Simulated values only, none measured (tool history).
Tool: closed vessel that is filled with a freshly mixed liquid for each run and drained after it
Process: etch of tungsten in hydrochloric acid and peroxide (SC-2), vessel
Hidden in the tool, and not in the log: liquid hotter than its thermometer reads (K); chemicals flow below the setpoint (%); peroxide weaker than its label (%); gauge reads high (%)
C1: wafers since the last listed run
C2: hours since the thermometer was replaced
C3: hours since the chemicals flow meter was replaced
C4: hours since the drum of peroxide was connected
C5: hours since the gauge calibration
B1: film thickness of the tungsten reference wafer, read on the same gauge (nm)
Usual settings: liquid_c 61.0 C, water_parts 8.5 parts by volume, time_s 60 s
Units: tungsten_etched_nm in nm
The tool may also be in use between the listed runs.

{"run": 1, "hour": 0.0, "liquid_c": 61.0, "water_parts": 8.5, "time_s": 60, "C1": 0, "C2": 2503.2, "C3": 706.0, "C4": 332.6, "C5": 18.1, "B1": 59.99, "tungsten_etched_nm": 30.63}
{"run": 2, "hour": 12.4, "liquid_c": 61.0, "water_parts": 8.5, "time_s": 60, "C1": 1153, "C2": 2515.6, "C3": 718.4, "C4": 345.0, "C5": 30.5, "B1": 60.01, "tungsten_etched_nm": 31.23}
{"run": 3, "hour": 21.6, "liquid_c": 67.5, "water_parts": 8.5, "time_s": 60, "C1": 855, "C2": 2524.8, "C3": 727.6, "C4": 354.2, "C5": 39.7, "B1": 60.01, "tungsten_etched_nm": 45.7}
{"run": 4, "hour": 30.8, "liquid_c": 61.0, "water_parts": 8.5, "time_s": 60, "C1": 855, "C2": 2534.0, "C3": 736.8, "C4": 363.4, "C5": 48.9, "B1": 60.02, "tungsten_etched_nm": 30.83}
{"run": 5, "hour": 40.6, "liquid_c": 61.0, "water_parts": 8.5, "time_s": 60, "C1": 911, "C2": 2543.8, "C3": 746.6, "C4": 373.2, "C5": 58.7, "B1": 60.0, "tungsten_etched_nm": 30.91}
{"run": 6, "hour": 57.7, "liquid_c": 61.0, "water_parts": 8.5, "time_s": 60, "C1": 1590, "C2": 2560.9, "C3": 763.7, "C4": 390.3, "C5": 75.8, "B1": 60.0, "tungsten_etched_nm": 30.39}
{"hour": 70.4, "done": "thermometer replaced"}
{"run": 7, "hour": 73.7, "liquid_c": 61.0, "water_parts": 8.5, "time_s": 60, "C1": 1394, "C2": 3.3, "C3": 779.7, "C4": 406.3, "C5": 91.8, "B1": 60.02, "tungsten_etched_nm": 30.87}
{"run": 8, "hour": 81.7, "liquid_c": 61.0, "water_parts": 8.5, "time_s": 60, "C1": 743, "C2": 11.3, "C3": 787.7, "C4": 414.3, "C5": 99.8, "B1": 60.01, "tungsten_etched_nm": 30.71}
{"run": 9, "hour": 88.5, "liquid_c": 61.0, "water_parts": 8.5, "time_s": 60, "C1": 632, "C2": 18.1, "C3": 794.5, "C4": 421.1, "C5": 106.6, "B1": 60.01, "tungsten_etched_nm": 30.72}
{"hour": 94.6, "done": "gauge calibrated"}
{"run": 10, "hour": 98.1, "liquid_c": 61.0, "water_parts": 4.5, "time_s": 35, "C1": 892, "C2": 27.7, "C3": 804.1, "C4": 430.7, "C5": 3.5, "B1": 59.99, "tungsten_etched_nm": 29.34}
{"run": 11, "hour": 107.4, "liquid_c": 61.0, "water_parts": 8.5, "time_s": 60, "C1": 864, "C2": 37.0, "C3": 813.4, "C4": 440.0, "C5": 12.8, "B1": 60.01, "tungsten_etched_nm": 30.37}
{"hour": 113.0, "done": "chemicals flow meter replaced"}
{"run": 12, "hour": 114.5, "liquid_c": 64.0, "water_parts": 6.0, "time_s": 40, "C1": 567, "C2": 44.1, "C3": 1.5, "C4": 447.1, "C5": 19.9, "B1": 60.01, "tungsten_etched_nm": 36.09}

Forecast run 13:
{"run": 13, "hour": 121.8, "liquid_c": 54.0, "water_parts": 7.0, "time_s": 60, "C1": 678, "C2": 51.4, "C3": 8.8, "C4": 454.4, "C5": 27.2, "B1": "?", "tungsten_etched_nm": "?"}

Run 13 gave B1 60.01, tungsten_etched_nm 25.55 nm.
Without the tool's hidden state the same run would have given tungsten_etched_nm 25.67 nm.

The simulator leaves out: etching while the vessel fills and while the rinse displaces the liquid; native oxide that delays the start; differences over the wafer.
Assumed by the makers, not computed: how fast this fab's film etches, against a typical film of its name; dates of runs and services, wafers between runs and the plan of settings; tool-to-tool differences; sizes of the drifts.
